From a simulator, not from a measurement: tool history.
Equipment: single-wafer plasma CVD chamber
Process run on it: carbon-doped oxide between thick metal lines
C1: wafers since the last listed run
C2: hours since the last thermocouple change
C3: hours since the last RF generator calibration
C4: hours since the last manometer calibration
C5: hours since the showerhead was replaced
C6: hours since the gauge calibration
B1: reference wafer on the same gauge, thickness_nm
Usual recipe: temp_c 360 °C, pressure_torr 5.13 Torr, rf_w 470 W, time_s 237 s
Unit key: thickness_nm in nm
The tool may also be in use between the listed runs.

{"run": 1, "hour": 0.0, "temp_c": 360, "pressure_torr": 5.13, "rf_w": 470, "time_s": 237, "C1": 0, "C2": 806.7, "C3": 1410.9, "C4": 1197.8, "C5": 3161.3, "C6": 535.5, "B1": 960.161, "thickness_nm": 1062.072}
{"run": 2, "hour": 30.4, "temp_c": 360, "pressure_torr": 5.13, "rf_w": 470, "time_s": 237, "C1": 210, "C2": 837.1, "C3": 1441.3, "C4": 1228.2, "C5": 3191.7, "C6": 565.9, "B1": 961.51, "thickness_nm": 1068.137}
{"run": 3, "hour": 48.2, "temp_c": 360, "pressure_torr": 5.13, "rf_w": 470, "time_s": 237, "C1": 123, "C2": 854.9, "C3": 1459.1, "C4": 1246.0, "C5": 3209.5, "C6": 583.7, "B1": 959.678, "thickness_nm": 1055.678}
{"hour": 96.1, "done": "gauge calibrated"}
{"run": 4, "hour": 99.2, "temp_c": 360, "pressure_torr": 5.13, "rf_w": 470, "time_s": 237, "C1": 353, "C2": 905.9, "C3": 1510.1, "C4": 1297.0, "C5": 3260.5, "C6": 3.1, "B1": 959.732, "thickness_nm": 1065.231}
{"run": 5, "hour": 114.5, "temp_c": 360, "pressure_torr": 5.13, "rf_w": 470, "time_s": 237, "C1": 106, "C2": 921.2, "C3": 1525.4, "C4": 1312.3, "C5": 3275.8, "C6": 18.4, "B1": 959.951, "thickness_nm": 1071.391}
{"run": 6, "hour": 130.4, "temp_c": 360, "pressure_torr": 5.13, "rf_w": 470, "time_s": 237, "C1": 110, "C2": 937.1, "C3": 1541.3, "C4": 1328.2, "C5": 3291.7, "C6": 34.3, "B1": 961.166, "thickness_nm": 1062.151}
{"hour": 153.0, "done": "thermocouple changed; heater temperature recalibrated"}
{"hour": 183.9, "done": "showerhead replaced"}
{"run": 7, "hour": 184.4, "temp_c": 355, "pressure_torr": 5.13, "rf_w": 470, "time_s": 283, "C1": 263, "C2": 31.4, "C3": 1595.3, "C4": 1382.2, "C5": 0.5, "C6": 88.3, "B1": 958.223, "thickness_nm": 1277.809}
{"run": 8, "hour": 192.3, "temp_c": 360, "pressure_torr": 5.13, "rf_w": 500, "time_s": 237, "C1": 54, "C2": 39.3, "C3": 1603.2, "C4": 1390.1, "C5": 8.4, "C6": 96.2, "B1": 959.32, "thickness_nm": 1102.107}
{"run": 9, "hour": 203.8, "temp_c": 374, "pressure_torr": 5.13, "rf_w": 495, "time_s": 272, "C1": 79, "C2": 50.8, "C3": 1614.7, "C4": 1401.6, "C5": 19.9, "C6": 107.7, "B1": 961.039, "thickness_nm": 1213.653}
{"run": 10, "hour": 210.2, "temp_c": 360, "pressure_torr": 4.8, "rf_w": 470, "time_s": 263, "C1": 44, "C2": 57.2, "C3": 1621.1, "C4": 1408.0, "C5": 26.3, "C6": 114.1, "B1": 960.179, "thickness_nm": 1165.733}
{"hour": 224.4, "done": "RF generator calibrated"}
{"run": 11, "hour": 227.5, "temp_c": 360, "pressure_torr": 6.38, "rf_w": 510, "time_s": 237, "C1": 64, "C2": 74.5, "C3": 3.1, "C4": 1425.3, "C5": 43.6, "C6": 131.4, "B1": 959.566, "thickness_nm": 1183.6}
{"run": 12, "hour": 243.2, "temp_c": 360, "pressure_torr": 5.13, "rf_w": 470, "time_s": 237, "C1": 108, "C2": 90.2, "C3": 18.8, "C4": 1441.0, "C5": 59.3, "C6": 147.1, "B1": 959.999, "thickness_nm": 1108.71}
{"run": 13, "hour": 251.4, "temp_c": 360, "pressure_torr": 5.13, "rf_w": 470, "time_s": 237, "C1": 56, "C2": 98.4, "C3": 27.0, "C4": 1449.2, "C5": 67.5, "C6": 155.3, "B1": 960.54, "thickness_nm": 1098.599}
{"hour": 260.2, "done": "capacitance manometer re-zeroed and calibrated"}
{"run": 14, "hour": 263.8, "temp_c": 348, "pressure_torr": 4.73, "rf_w": 535, "time_s": 212, "C1": 30, "C2": 110.8, "C3": 39.4, "C4": 3.6, "C5": 79.9, "C6": 167.7, "B1": 960.033, "thickness_nm": 1079.001}
{"run": 15, "hour": 270.2, "temp_c": 360, "pressure_torr": 5.13, "rf_w": 470, "time_s": 198, "C1": 44, "C2": 117.2, "C3": 45.8, "C4": 10.0, "C5": 86.3, "C6": 174.1, "B1": 959.901, "thickness_nm": 928.285}
{"run": 16, "hour": 280.6, "temp_c": 360, "pressure_torr": 5.13, "rf_w": 405, "time_s": 237, "C1": 72, "C2": 127.6, "C3": 56.2, "C4": 20.4, "C5": 96.7, "C6": 184.5, "B1": 959.916, "thickness_nm": 1012.339}
{"run": 17, "hour": 293.0, "temp_c": 360, "pressure_torr": 5.13, "rf_w": 470, "time_s": 237, "C1": 86, "C2": 140.0, "C3": 68.6, "C4": 32.8, "C5": 109.1, "C6": 196.9, "B1": 960.877, "thickness_nm": 1100.91}
{"run": 18, "hour": 329.8, "temp_c": 360, "pressure_torr": 5.13, "rf_w": 470, "time_s": 237, "C1": 255, "C2": 176.8, "C3": 105.4, "C4": 69.6, "C5": 145.9, "C6": 233.7, "B1": 960.587, "thickness_nm": 1099.975}

The next listed run, before its measurement:
{"run": 19, "hour": 340.5, "temp_c": 374, "pressure_torr": 4.01, "rf_w": 440, "time_s": 237, "C1": 74, "C2": 187.5, "C3": 116.1, "C4": 80.3, "C5": 156.6, "C6": 244.4, "B1": "?", "thickness_nm": "?"}

{"run 19": {"B1": 960.498, "thickness_nm": 999.28}}
The same run, on a tool lacking any hidden state, would have yielded thickness_nm 1015.765 nm.
